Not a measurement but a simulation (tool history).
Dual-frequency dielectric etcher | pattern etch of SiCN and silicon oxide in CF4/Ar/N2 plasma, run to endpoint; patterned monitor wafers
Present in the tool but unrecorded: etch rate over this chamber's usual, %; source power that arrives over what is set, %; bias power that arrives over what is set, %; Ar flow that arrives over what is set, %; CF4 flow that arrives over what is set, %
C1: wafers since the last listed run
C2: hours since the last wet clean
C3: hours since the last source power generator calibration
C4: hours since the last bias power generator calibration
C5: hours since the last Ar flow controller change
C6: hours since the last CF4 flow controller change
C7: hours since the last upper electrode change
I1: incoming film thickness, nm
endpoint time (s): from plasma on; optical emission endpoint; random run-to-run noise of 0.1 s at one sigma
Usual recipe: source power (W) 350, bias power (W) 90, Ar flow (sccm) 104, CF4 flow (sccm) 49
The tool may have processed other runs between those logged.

run 1 hour=0 | source_power_(W)=430 bias_power_(W)=90 Ar_flow_(sccm)=84 CF4_flow_(sccm)=39 | C1=0 C2=360.6 C3=73.2 C4=5002.9 C5=112.1 C6=186 C7=2192.5 | I1=17.55 | endpoint_time_(s)=22.5
run 2 hour=25.8 | source_power_(W)=350 bias_power_(W)=90 Ar_flow_(sccm)=104 CF4_flow_(sccm)=49 | C1=470 C2=386.4 C3=99 C4=5028.7 C5=137.9 C6=211.8 C7=2218.3 | I1=17.34 | endpoint_time_(s)=25.3
-- hour=67 wet clean of the chamber
run 3 hour=67.5 | source_power_(W)=290 bias_power_(W)=90 Ar_flow_(sccm)=104 CF4_flow_(sccm)=44 | C1=322 C2=0.5 C3=140.7 C4=5070.4 C5=179.6 C6=253.5 C7=2260 | I1=17.62 | endpoint_time_(s)=26.9
run 4 hour=75.7 | source_power_(W)=350 bias_power_(W)=90 Ar_flow_(sccm)=104 CF4_flow_(sccm)=41 | C1=149 C2=8.7 C3=148.9 C4=5078.6 C5=187.8 C6=261.7 C7=2268.2 | I1=17.58 | endpoint_time_(s)=24.5
run 5 hour=100.2 | source_power_(W)=350 bias_power_(W)=90 Ar_flow_(sccm)=104 CF4_flow_(sccm)=49 | C1=447 C2=33.2 C3=173.4 C4=5103.1 C5=212.3 C6=286.2 C7=2292.7 | I1=17.46 | endpoint_time_(s)=24
run 6 hour=120.5 | source_power_(W)=350 bias_power_(W)=90 Ar_flow_(sccm)=104 CF4_flow_(sccm)=59 | C1=370 C2=53.5 C3=193.7 C4=5123.4 C5=232.6 C6=306.5 C7=2313 | I1=17.48 | endpoint_time_(s)=23.7
run 7 hour=139.6 | source_power_(W)=350 bias_power_(W)=90 Ar_flow_(sccm)=104 CF4_flow_(sccm)=49 | C1=348 C2=72.6 C3=212.8 C4=5142.5 C5=251.7 C6=325.6 C7=2332.1 | I1=17.58 | endpoint_time_(s)=24.4
run 8 hour=170.2 | source_power_(W)=350 bias_power_(W)=90 Ar_flow_(sccm)=104 CF4_flow_(sccm)=49 | C1=558 C2=103.2 C3=243.4 C4=5173.1 C5=282.3 C6=356.2 C7=2362.7 | I1=17.39 | endpoint_time_(s)=23.9
-- hour=245.3 bias power generator calibrated
-- hour=289.5 upper electrode replaced
run 9 hour=290 | source_power_(W)=280 bias_power_(W)=84 Ar_flow_(sccm)=111 CF4_flow_(sccm)=40 | C1=1675 C2=223 C3=363.2 C4=44.7 C5=402.1 C6=476 C7=0.5 | I1=17.46 | endpoint_time_(s)=29.6
run 10 hour=290.3 | source_power_(W)=270 bias_power_(W)=78 Ar_flow_(sccm)=104 CF4_flow_(sccm)=49 | C1=5 C2=223.3 C3=363.5 C4=45 C5=402.4 C6=476.3 C7=0.8 | I1=17.5 | endpoint_time_(s)=30.2
run 11 hour=311.7 | source_power_(W)=300 bias_power_(W)=90 Ar_flow_(sccm)=95 CF4_flow_(sccm)=49 | C1=390 C2=244.7 C3=384.9 C4=66.4 C5=423.8 C6=497.7 C7=22.2 | I1=17.56 | endpoint_time_(s)=26.7
run 12 hour=327.7 | source_power_(W)=430 bias_power_(W)=90 Ar_flow_(sccm)=84 CF4_flow_(sccm)=39 | C1=291 C2=260.7 C3=400.9 C4=82.4 C5=439.8 C6=513.7 C7=38.2 | I1=17.32 | endpoint_time_(s)=21.7
run 13 hour=356.8 | source_power_(W)=400 bias_power_(W)=90 Ar_flow_(sccm)=104 CF4_flow_(sccm)=49 | C1=531 C2=289.8 C3=430 C4=111.5 C5=468.9 C6=542.8 C7=67.3 | I1=17.56 | endpoint_time_(s)=23.3
run 14 hour=386.7 | source_power_(W)=350 bias_power_(W)=74 Ar_flow_(sccm)=104 CF4_flow_(sccm)=40 | C1=545 C2=319.7 C3=459.9 C4=141.4 C5=498.8 C6=572.7 C7=97.2 | I1=17.43 | endpoint_time_(s)=28.2
run 15 hour=409.6 | source_power_(W)=350 bias_power_(W)=90 Ar_flow_(sccm)=104 CF4_flow_(sccm)=49 | C1=417 C2=342.6 C3=482.8 C4=164.3 C5=521.7 C6=595.6 C7=120.1 | I1=17.43 | endpoint_time_(s)=25
run 16 hour=433.5 | source_power_(W)=350 bias_power_(W)=96 Ar_flow_(sccm)=112 CF4_flow_(sccm)=49 | C1=436 C2=366.5 C3=506.7 C4=188.2 C5=545.6 C6=619.5 C7=144 | I1=17.55 | endpoint_time_(s)=24.9
run 17 hour=456 | source_power_(W)=420 bias_power_(W)=97 Ar_flow_(sccm)=80 CF4_flow_(sccm)=43 | C1=410 C2=389 C3=529.2 C4=210.7 C5=568.1 C6=642 C7=166.5 | I1=17.47 | endpoint_time_(s)=21.2
-- hour=505 wet clean of the chamber
run 18 hour=505.5 | source_power_(W)=350 bias_power_(W)=90 Ar_flow_(sccm)=89 CF4_flow_(sccm)=49 | C1=465 C2=0.5 C3=578.7 C4=260.2 C5=617.6 C6=691.5 C7=216 | I1=17.54 | endpoint_time_(s)=23.7
run 19 hour=506.9 | source_power_(W)=350 bias_power_(W)=90 Ar_flow_(sccm)=104 CF4_flow_(sccm)=49 | C1=25 C2=1.9 C3=580.1 C4=261.6 C5=619 C6=692.9 C7=217.4 | I1=17.53 | endpoint_time_(s)=24.2
run 20 hour=526.9 | source_power_(W)=420 bias_power_(W)=70 Ar_flow_(sccm)=112 CF4_flow_(sccm)=57 | C1=364 C2=21.9 C3=600.1 C4=281.6 C5=639 C6=712.9 C7=237.4 | I1=17.45 | endpoint_time_(s)=24.4
run 21 hour=556.9 | source_power_(W)=280 bias_power_(W)=90 Ar_flow_(sccm)=104 CF4_flow_(sccm)=53 | C1=547 C2=51.9 C3=630.1 C4=311.6 C5=669 C6=742.9 C7=267.4 | I1=17.4 | endpoint_time_(s)=27.1
run 22 hour=590.7 | source_power_(W)=350 bias_power_(W)=90 Ar_flow_(sccm)=104 CF4_flow_(sccm)=44 | C1=616 C2=85.7 C3=663.9 C4=345.4 C5=702.8 C6=776.7 C7=301.2 | I1=17.46 | endpoint_time_(s)=24.6
run 23 hour=607.5 | source_power_(W)=420 bias_power_(W)=70 Ar_flow_(sccm)=104 CF4_flow_(sccm)=49 | C1=306 C2=102.5 C3=680.7 C4=362.2 C5=719.6 C6=793.5 C7=318 | I1=17.65 | endpoint_time_(s)=25.4

State the hidden condition of the tool at each of the runs:
source power that arrives over what is set, %: 0 in every run
bias power that arrives over what is set, %: 0 in every run
Ar flow that arrives over what is set, %: 0 in every run
CF4 flow that arrives over what is set, %: 0 in every run
H1: etch rate over this chamber's usual, %
run=1 H1=-4.54
run=2 H1=-4.87
run=3 H1=0.474
run=4 H1=0.368
run=5 H1=0.0528
run=6 H1=-0.209
run=7 H1=-0.454
run=8 H1=-0.848
run=9 H1=-2.39
run=10 H1=-2.39
run=11 H1=-2.67
run=12 H1=-2.88
run=13 H1=-3.25
run=14 H1=-3.64
run=15 H1=-3.93
run=16 H1=-4.24
run=17 H1=-4.53
run=18 H1=-0.736
run=19 H1=-0.754
run=20 H1=-1.01
run=21 H1=-1.4
run=22 H1=-1.83
run=23 H1=-2.05
